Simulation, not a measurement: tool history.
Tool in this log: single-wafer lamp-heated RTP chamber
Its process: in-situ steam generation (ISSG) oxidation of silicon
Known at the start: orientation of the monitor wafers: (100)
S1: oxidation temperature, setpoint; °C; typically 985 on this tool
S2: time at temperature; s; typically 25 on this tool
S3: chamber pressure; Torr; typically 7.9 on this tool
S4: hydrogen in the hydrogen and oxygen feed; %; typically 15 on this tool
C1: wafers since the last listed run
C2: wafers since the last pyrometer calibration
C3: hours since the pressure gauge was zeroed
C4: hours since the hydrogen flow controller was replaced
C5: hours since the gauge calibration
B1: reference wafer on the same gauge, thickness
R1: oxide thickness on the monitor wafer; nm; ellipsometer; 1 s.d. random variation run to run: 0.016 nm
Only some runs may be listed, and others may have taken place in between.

| run | hour | S1 | S2 | S3 | S4 | C1 | C2 | C3 | C4 | C5 | B1 | R1 |
|---|---|---|---|---|---|---|---|---|---|---|---|---|
| 1 | 0 | 985 | 25 | 7.9 | 18 | 0 | 1594 | 3294.3 | 2782.7 | 634.1 | 4.876 | 5.235 |
| 2 | 64.1 | 985 | 25 | 7.9 | 18 | 794 | 2389 | 3358.4 | 2846.8 | 698.2 | 4.885 | 5.292 |
| 3 | 111.4 | 985 | 25 | 7.9 | 18 | 586 | 2975 | 3405.7 | 2894.1 | 745.5 | 4.879 | 5.31 |
|  | 203.2 | pyrometer window cleaned and pyrometer calibrated |
| 4 | 210.6 | 985 | 25 | 7.9 | 11 | 1130 | 91 | 3504.9 | 2993.3 | 844.7 | 4.879 | 4.74 |
| 5 | 278.2 | 985 | 25 | 7.9 | 11 | 837 | 928 | 3572.5 | 3060.9 | 912.3 | 4.882 | 4.729 |
| 6 | 337.1 | 985 | 25 | 8.5 | 15 | 729 | 1658 | 3631.4 | 3119.8 | 971.2 | 4.881 | 5.059 |
| 7 | 426 | 985 | 25 | 8.5 | 15 | 1101 | 2760 | 3720.3 | 3208.7 | 1060.1 | 4.883 | 5.065 |
| 8 | 481.7 | 985 | 25 | 8.5 | 15 | 690 | 3450 | 3776 | 3264.4 | 1115.8 | 4.879 | 5.103 |
| 9 | 550.7 | 985 | 25 | 7.9 | 15 | 855 | 4306 | 3845 | 3333.4 | 1184.8 | 4.88 | 5.13 |
|  | 578.7 | pressure gauge zeroed |
|  | 581.4 | pyrometer window cleaned and pyrometer calibrated |
| 10 | 617.7 | 985 | 25 | 7.9 | 15 | 698 | 450 | 39 | 3400.4 | 1251.8 | 4.877 | 5.044 |
| 11 | 662.2 | 975 | 25 | 7.9 | 15 | 551 | 1001 | 83.5 | 3444.9 | 1296.3 | 4.881 | 4.867 |
| 12 | 729.5 | 975 | 25 | 7.9 | 15 | 834 | 1835 | 150.8 | 3512.2 | 1363.6 | 4.881 | 4.871 |
| 13 | 817.5 | 985 | 22 | 6.9 | 22 | 1090 | 2926 | 238.8 | 3600.2 | 1451.6 | 4.878 | 5.206 |
|  | 872.5 | gauge calibrated |
|  | 951.3 | hydrogen flow controller replaced |
|  | 978.7 | pyrometer window cleaned and pyrometer calibrated |
| 14 | 993 | 967 | 25 | 9.3 | 11 | 1976 | 176 | 414.3 | 41.7 | 120.5 | 4.877 | 4.409 |
| 15 | 1045 | 985 | 25 | 8.8 | 15 | 644 | 821 | 466.3 | 93.7 | 172.5 | 4.883 | 5.038 |
| 16 | 1133.9 | 971 | 30 | 8.8 | 11 | 1101 | 1922 | 555.2 | 182.6 | 261.4 | 4.879 | 4.92 |
| 17 | 1223.4 | 985 | 25 | 8.5 | 15 | 1109 | 3032 | 644.7 | 272.1 | 350.9 | 4.882 | 5.076 |
|  | 1315.6 | pyrometer window cleaned and pyrometer calibrated |
| 18 | 1316.1 | 985 | 25 | 9.3 | 15 | 1049 | 6 | 737.4 | 364.8 | 443.6 | 4.878 | 5.03 |
| 19 | 1402.9 | 985 | 25 | 7.9 | 15 | 1075 | 1082 | 824.2 | 451.6 | 530.4 | 4.876 | 5.067 |
| 20 | 1446.1 | 985 | 17 | 7.9 | 21 | 535 | 1617 | 867.4 | 494.8 | 573.6 | 4.876 | 4.604 |
| 21 | 1550.3 | 979 | 25 | 7.9 | 15 | 1291 | 2909 | 971.6 | 599 | 677.8 | 4.879 | 4.956 |
| 22 | 1592.9 | 985 | 20 | 6.9 | 23 | 527 | 3437 | 1014.2 | 641.6 | 720.4 | 4.876 | 5.057 |
| 23 | 1667.9 | 985 | 25 | 7.9 | 15 | 929 | 4366 | 1089.2 | 716.6 | 795.4 | 4.882 | 5.16 |
|  | 1709.1 | pyrometer window cleaned and pyrometer calibrated |
| 24 | 1754.3 | 985 | 25 | 7.9 | 15 | 971 | 559 | 1175.6 | 803 | 881.8 | 4.88 | 5.031 |

Consider 5 possible next runs. They are alternatives, not a sequence: every one starts from the tool as it was left by run 24. What does each give?
| A | 1754.7 | 985 | 25 | 7.9 | 15 | 4 | 564 | 1176 | 803.4 | 882.2 | ? | ? |
| B | 1754.7 | 985 | 25 | 7.1 | 11 | 4 | 564 | 1176 | 803.4 | 882.2 | ? | ? |
| C | 1754.7 | 996 | 32 | 8.9 | 15 | 4 | 564 | 1176 | 803.4 | 882.2 | ? | ? |
| D | 1754.7 | 991 | 15 | 7.9 | 15 | 4 | 564 | 1176 | 803.4 | 882.2 | ? | ? |
| E | 1754.7 | 995 | 20 | 8.7 | 12 | 4 | 564 | 1176 | 803.4 | 882.2 | ? | ? |

| run | B1 | R1 |
|---|---|---|
| A | 4.876 | 5.02 |
| B | 4.876 | 4.676 |
| C | 4.876 | 5.922 |
| D | 4.876 | 4.06 |
| E | 4.876 | 4.474 |
Had the tool no hidden state, the same runs would have come out as:
| run | R1 |
|---|---|
| A | 4.999 |
| B | 4.657 |
| C | 5.895 |
| D | 4.045 |
| E | 4.456 |
